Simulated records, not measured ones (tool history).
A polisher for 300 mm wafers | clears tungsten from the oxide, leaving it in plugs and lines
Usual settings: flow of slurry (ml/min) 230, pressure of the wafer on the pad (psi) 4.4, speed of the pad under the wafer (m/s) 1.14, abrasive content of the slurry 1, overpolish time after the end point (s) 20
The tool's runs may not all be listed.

| run | hour | flow of slurry (ml/min) | pressure of the wafer on the pad (psi) | speed of the pad under the wafer (m/s) | abrasive content of the slurry | overpolish time after the end point (s) | wafers since the last listed run | wafers polished on this pad | hours since the slurry nozzle was cleaned | hours since the head pressure was calibrated | hours since the slurry blender was calibrated | hours since the slurry got fresh peroxide | incoming thickness of the incoming film, nm | time until the end point was called (s) |
|---|---|---|---|---|---|---|---|---|---|---|---|---|---|---|
| 1 | 0 | 230 | 4.4 | 1.14 | 1 | 20 | 0 | 949 | 78 | 190 | 190.5 | 19.5 | 514.6 | 61.6 |
|  | 19.4 | slurry blender recalibrated |
| 2 | 56.2 | 230 | 4.4 | 1.14 | 1 | 20 | 535 | 1485 | 134.2 | 246.2 | 36.8 | 75.7 | 519.4 | 61.5 |
|  | 116.3 | head pressure recalibrated |
|  | 133.2 | worn pad replaced by a new one |
| 3 | 137.1 | 180 | 4.4 | 1.14 | 1 | 12 | 740 | 38 | 215.1 | 20.8 | 117.7 | 156.6 | 520.9 | 65.9 |
| 4 | 196.9 | 180 | 4.4 | 1.14 | 1 | 12 | 590 | 629 | 274.9 | 80.6 | 177.5 | 216.4 | 526 | 65.7 |
|  | 211 | slurry tank refilled with fresh slurry and peroxide |
|  | 263.2 | slurry blender recalibrated |
| 5 | 295.4 | 180 | 4.4 | 1.14 | 1 | 12 | 943 | 1572 | 373.4 | 179.1 | 32.2 | 84.4 | 520.1 | 64.6 |
|  | 319.9 | worn pad replaced by a new one |
| 6 | 352.2 | 230 | 3.7 | 0.92 | 1 | 20 | 521 | 319 | 430.2 | 235.9 | 89 | 141.2 | 517.8 | 91.6 |
|  | 421.1 | slurry tank refilled with fresh slurry and peroxide |
| 7 | 441.1 | 230 | 3.7 | 0.92 | 1 | 20 | 868 | 1188 | 519.1 | 324.8 | 177.9 | 20 | 505.3 | 87.9 |
|  | 449.4 | head pressure recalibrated |
|  | 477.9 | slurry blender recalibrated |
|  | 510.7 | worn pad replaced by a new one |
| 8 | 520.2 | 180 | 4.4 | 1.48 | 1 | 20 | 702 | 94 | 598.2 | 70.8 | 42.3 | 99.1 | 516.1 | 49.6 |
|  | 522.5 | slurry nozzle cleaned |
| 9 | 572.9 | 200 | 4.9 | 1.14 | 1 | 32 | 510 | 604 | 50.4 | 123.5 | 95 | 151.8 | 515.1 | 57.4 |
| 10 | 635.1 | 230 | 4.4 | 1.14 | 1 | 20 | 614 | 1219 | 112.6 | 185.7 | 157.2 | 214 | 512.7 | 61.6 |
|  | 644.2 | slurry tank refilled with fresh slurry and peroxide |
|  | 698.1 | slurry blender recalibrated |
|  | 722.9 | worn pad replaced by a new one |
| 11 | 729.7 | 230 | 4.4 | 1.14 | 1 | 20 | 865 | 66 | 207.2 | 280.3 | 31.6 | 85.5 | 512.5 | 60.5 |
|  | 779.6 | head pressure recalibrated |
|  | 847.2 | slurry tank refilled with fresh slurry and peroxide |
| 12 | 899.1 | 285 | 5 | 0.84 | 1 | 20 | 1644 | 1711 | 376.6 | 119.5 | 201 | 51.9 | 517.6 | 73 |
|  | 910.5 | slurry blender recalibrated |
|  | 963.5 | worn pad replaced by a new one |
| 13 | 988 | 195 | 4.4 | 0.76 | 1 | 20 | 819 | 242 | 465.5 | 208.4 | 77.5 | 140.8 | 516.1 | 93.6 |

The next listed run, before its measurement:
|  | 1042.9 | slurry tank refilled with fresh slurry and peroxide |
| 14 | 1081.4 | 165 | 4.4 | 1.26 | 1.15 | 13 | 913 | 1155 | 558.9 | 301.8 | 170.9 | 38.5 | 515.1 | ? |

time until the end point was called (s): 54.8
Without the tool's hidden state the same run would have given time until the end point was called (s) 58.
